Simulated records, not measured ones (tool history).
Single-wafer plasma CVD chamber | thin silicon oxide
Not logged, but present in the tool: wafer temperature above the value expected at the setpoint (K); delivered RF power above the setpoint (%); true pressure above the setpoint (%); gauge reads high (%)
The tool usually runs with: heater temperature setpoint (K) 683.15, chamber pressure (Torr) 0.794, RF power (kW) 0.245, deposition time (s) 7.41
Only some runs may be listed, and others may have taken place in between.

run,hour,heater temperature setpoint (K),chamber pressure (Torr),RF power (kW),deposition time (s),wafers since the last listed run,hours since the last thermocouple change,hours since the last RF generator calibration,hours since the last manometer calibration,hours since the showerhead was replaced,hours since the gauge calibration,"read-back reference wafer on the same gauge, thickness_nm",mean film thickness on the monitor wafer (Å)
1,0,683.15,0.649,0.265,7.41,0,2031.1,645.1,1330.8,3061.8,355.4,12.426,115.74
2,54,683.15,0.649,0.265,7.41,2949,2085.1,699.1,1384.8,3115.8,409.4,12.427,116.15
3,117.5,672.15,0.744,0.245,7.41,3468,2148.6,762.6,1448.3,3179.3,472.9,12.43,130.82
4,166.4,683.15,0.794,0.245,8.3,2671,2197.5,811.5,1497.2,3228.2,521.8,12.427,154.93
5,200,691.15,0.794,0.245,7.41,1835,2231.1,845.1,1530.8,3261.8,555.4,12.44,136.38
6,253.6,683.15,0.794,0.27,7.41,2928,2284.7,898.7,1584.4,3315.4,609,12.423,145.84
7,319,683.15,0.794,0.27,7.41,3572,2350.1,964.1,1649.8,3380.8,674.4,12.457,145.7
8,358.1,683.15,0.794,0.27,7.41,2136,2389.2,1003.2,1688.9,3419.9,713.5,12.477,144.3
9,420,683.15,0.794,0.245,7.41,3381,2451.1,1065.1,1750.8,3481.8,775.4,12.451,139.38
10,464.7,683.15,0.794,0.245,7.41,2441,2495.8,1109.8,1795.5,3526.5,820.1,12.47,139.32
# hour 497.2: gauge calibrated
11,502.5,683.15,0.794,0.245,7.41,2064,2533.6,1147.6,1833.3,3564.3,5.3,12.098,134.87
12,541.6,675.15,0.794,0.245,6.53,2136,2572.7,1186.7,1872.4,3603.4,44.4,12.184,120.06
# hour 585.8: capacitance manometer re-zeroed and calibrated
13,591.4,675.15,0.794,0.245,6.53,2283,2622.5,1236.5,5.6,3653.2,94.2,12.246,121.6
# hour 653.2: showerhead replaced
14,685.1,675.15,0.794,0.245,6.53,4681,2716.2,1330.2,99.3,31.9,187.9,12.292,122.27
15,710.7,673.15,0.697,0.275,8.65,1398,2741.8,1355.8,124.9,57.5,213.5,12.347,149.47
16,768.1,683.15,0.794,0.245,7.41,3135,2799.2,1413.2,182.3,114.9,270.9,12.356,137.3
# hour 808: RF generator calibrated
17,831.6,683.15,0.794,0.245,7.41,3031,2862.7,23.6,245.8,178.4,334.4,12.391,138.39
# hour 847: thermocouple changed; heater temperature recalibrated
18,869.9,676.15,0.656,0.245,7.41,1655,22.9,61.9,284.1,216.7,372.7,12.402,113.46
19,909.5,683.15,0.709,0.27,7.41,2163,62.5,101.5,323.7,256.3,412.3,12.4,128.82
20,984.4,683.15,0.794,0.245,7.41,4091,137.4,176.4,398.6,331.2,487.2,12.439,139.03
21,1055.9,676.15,0.898,0.23,6.33,3905,208.9,247.9,470.1,402.7,558.7,12.448,128.7
22,1110.2,695.15,0.794,0.215,7.41,2966,263.2,302.2,524.4,457,613,12.489,130.82
23,1171.1,683.15,0.794,0.245,8.3,3326,324.1,363.1,585.3,517.9,673.9,12.466,156.21
24,1222.1,683.15,0.928,0.205,7.41,2786,375.1,414.1,636.3,568.9,724.9,12.474,148.13
25,1285.9,683.15,0.652,0.245,7.41,3485,438.9,477.9,700.1,632.7,788.7,12.455,112.9
26,1337.4,673.15,0.794,0.245,7.41,2813,490.4,529.4,751.6,684.2,840.2,12.458,139.29
# hour 1351.4: gauge calibrated
27,1401.3,683.15,0.794,0.245,8.3,3490,554.3,593.3,815.5,748.1,49.9,12.212,152.49
28,1438.5,683.15,0.946,0.245,7.41,2032,591.5,630.5,852.7,785.3,87.1,12.213,157.33

4 options for the next run, each taken on its own from the tool as it stands now. Forecast them:
A,1438.9,683.15,0.794,0.29,7.41,21,591.9,630.9,853.1,785.7,87.5,?,?
B,1438.9,671.15,0.935,0.245,7.41,21,591.9,630.9,853.1,785.7,87.5,?,?
C,1438.9,683.15,0.918,0.245,6.65,21,591.9,630.9,853.1,785.7,87.5,?,?
D,1438.9,692.15,0.953,0.245,7.41,21,591.9,630.9,853.1,785.7,87.5,?,?

run,"read-back reference wafer on the same gauge, thickness_nm",mean film thickness on the monitor wafer (Å)
A,12.211,145.54
B,12.211,157.62
C,12.211,138.28
D,12.211,158.24
Without the tool's unlogged condition, the same runs would have read:
run,mean film thickness on the monitor wafer (Å)
A,144.15
B,156.11
C,136.96
D,156.72
